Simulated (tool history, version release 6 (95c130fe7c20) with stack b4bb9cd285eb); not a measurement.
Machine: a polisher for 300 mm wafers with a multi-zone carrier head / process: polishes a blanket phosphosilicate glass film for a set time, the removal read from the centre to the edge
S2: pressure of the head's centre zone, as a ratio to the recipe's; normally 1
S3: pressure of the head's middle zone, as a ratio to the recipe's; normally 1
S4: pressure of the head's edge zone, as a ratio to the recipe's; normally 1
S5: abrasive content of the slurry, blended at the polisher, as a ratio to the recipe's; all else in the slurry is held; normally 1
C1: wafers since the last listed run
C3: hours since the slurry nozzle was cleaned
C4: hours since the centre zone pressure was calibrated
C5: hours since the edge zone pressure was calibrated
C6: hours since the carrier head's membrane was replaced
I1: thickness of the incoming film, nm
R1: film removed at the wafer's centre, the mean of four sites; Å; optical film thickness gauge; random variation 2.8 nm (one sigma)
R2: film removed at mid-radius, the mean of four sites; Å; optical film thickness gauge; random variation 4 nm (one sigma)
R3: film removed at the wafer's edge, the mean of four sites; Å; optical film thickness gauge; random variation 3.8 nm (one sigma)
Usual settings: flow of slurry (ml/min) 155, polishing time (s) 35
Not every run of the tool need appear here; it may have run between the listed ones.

Run 1, hour 0: usual settings; C1 0; wafers polished on this pad 857; C3 566.6; C4 41.5; C5 47.7; C6 722.2; I1 2985.5. Result: R1 2545 Å, R2 2651 Å, R3 2595 Å.
At hour 8.4: worn pad replaced by a new one.
Run 2, hour 10.3: usual settings but flow of slurry (ml/min) 135, S2 1.05, S5 1.15; C1 36; wafers polished on this pad 10; C3 576.9; C4 51.8; C5 58; C6 732.5; I1 2940.4. Result: R1 2994 Å, R2 3011 Å, R3 3025 Å.
Run 3, hour 20.8: usual settings but S2 1.06, S3 1.09, S4 0.97; C1 61; wafers polished on this pad 72; C3 587.4; C4 62.3; C5 68.5; C6 743; I1 2966.2. Result: R1 2980 Å, R2 3081 Å, R3 2778 Å.
Run 4, hour 32.7: usual settings but flow of slurry (ml/min) 125, S5 1.1; C1 69; wafers polished on this pad 141; C3 599.3; C4 74.2; C5 80.4; C6 754.9; I1 2970.8. Result: R1 2701 Å, R2 2725 Å, R3 2835 Å.
Run 5, hour 47.8: usual settings but S4 0.96, polishing time (s) 23; C1 88; wafers polished on this pad 229; C3 614.4; C4 89.3; C5 95.5; C6 770; I1 3014.5. Result: R1 1762 Å, R2 1803 Å, R3 1771 Å.
Run 6, hour 92.7: usual settings but S2 0.93, S5 1.25, polishing time (s) 23; C1 261; wafers polished on this pad 491; C3 659.3; C4 134.2; C5 140.4; C6 814.9; I1 2952.8. Result: R1 1673 Å, R2 1862 Å, R3 1926 Å.
Run 7, hour 99: usual settings; C1 36; wafers polished on this pad 527; C3 665.6; C4 140.5; C5 146.7; C6 821.2; I1 2960.5. Result: R1 2531 Å, R2 2718 Å, R3 2669 Å.
Run 8, hour 113.7: usual settings but S5 1.3; C1 85; wafers polished on this pad 613; C3 680.3; C4 155.2; C5 161.4; C6 835.9; I1 2971.2. Result: R1 2759 Å, R2 2915 Å, R3 2865 Å.
Run 9, hour 120.2: usual settings but S3 1.1, S4 0.92, S5 1.15, polishing time (s) 26; C1 37; wafers polished on this pad 651; C3 686.8; C4 161.7; C5 167.9; C6 842.4; I1 2960. Result: R1 1992 Å, R2 2153 Å, R3 1962 Å.
At hour 127.2: slurry nozzle cleaned.
Run 10, hour 137.8: usual settings but S2 0.93, S5 1.25, polishing time (s) 23; C1 96; wafers polished on this pad 748; C3 10.6; C4 179.3; C5 185.5; C6 860; I1 2994.2. Result: R1 1681 Å, R2 1866 Å, R3 1839 Å.
Run 11, hour 144.3: usual settings; C1 37; wafers polished on this pad 786; C3 17.1; C4 185.8; C5 192; C6 866.5; I1 2980.4. Result: R1 2576 Å, R2 2692 Å, R3 2557 Å.
Run 12, hour 154.8: usual settings but S5 1.15; C1 61; wafers polished on this pad 847; C3 27.6; C4 196.3; C5 202.5; C6 877; I1 3009.5. Result: R1 2675 Å, R2 2725 Å, R3 2692 Å.
At hour 170.2: worn pad replaced by a new one.
Run 13, hour 171.7: usual settings; C1 75; wafers polished on this pad 8; C3 44.5; C4 213.2; C5 219.4; C6 893.9; I1 3023.4. Result: R1 2858 Å, R2 2990 Å, R3 2939 Å.
At hour 178: carrier head's membrane replaced by a new one.
Run 14, hour 209: usual settings but S2 0.92, S4 1.06, polishing time (s) 40; C1 188; wafers polished on this pad 196; C3 81.8; C4 250.5; C5 256.7; C6 31; I1 2981.4. Result: R1 2809 Å, R2 3231 Å, R3 3267 Å.
Run 15, hour 222.8: usual settings but S4 0.9, polishing time (s) 38; C1 80; wafers polished on this pad 277; C3 95.6; C4 264.3; C5 270.5; C6 44.8; I1 2967.5. Result: R1 2857 Å, R2 3032 Å, R3 2787 Å.
Run 16, hour 237.3: usual settings but flow of slurry (ml/min) 170; C1 84; wafers polished on this pad 361; C3 110.1; C4 278.8; C5 285; C6 59.3; I1 2993. Result: R1 2655 Å, R2 2747 Å, R3 2723 Å.
Run 17, hour 253.3: usual settings but flow of slurry (ml/min) 200, S2 0.96, S4 0.9, polishing time (s) 47; C1 93; wafers polished on this pad 455; C3 126.1; C4 294.8; C5 301; C6 75.3; I1 3009.8. Result: R1 3535 Å, R2 3833 Å, R3 3465 Å.
Run 18, hour 286.8: usual settings; C1 195; wafers polished on this pad 650; C3 159.6; C4 328.3; C5 334.5; C6 108.8; I1 2979. Result: R1 2545 Å, R2 2574 Å, R3 2559 Å.
Run 19, hour 293.8: usual settings but S2 0.93, S4 0.9, S5 1.15, polishing time (s) 25; C1 40; wafers polished on this pad 691; C3 166.6; C4 335.3; C5 341.5; C6 115.8; I1 2967.6. Result: R1 1792 Å, R2 1991 Å, R3 1876 Å.

Run 20 comes next. What will it give?
Run 20, hour 311: usual settings; C1 100; wafers polished on this pad 791; C3 183.8; C4 352.5; C5 358.7; C6 133; I1 2953.2. Result: R1 ?, R2 ?, R3 ?.

{"run 20": {"R1": 2551, "R2": 2573, "R3": 2604}}
Without the tool's hidden state the same run would have given R1 2918 Å, R2 2943 Å, R3 2979 Å.

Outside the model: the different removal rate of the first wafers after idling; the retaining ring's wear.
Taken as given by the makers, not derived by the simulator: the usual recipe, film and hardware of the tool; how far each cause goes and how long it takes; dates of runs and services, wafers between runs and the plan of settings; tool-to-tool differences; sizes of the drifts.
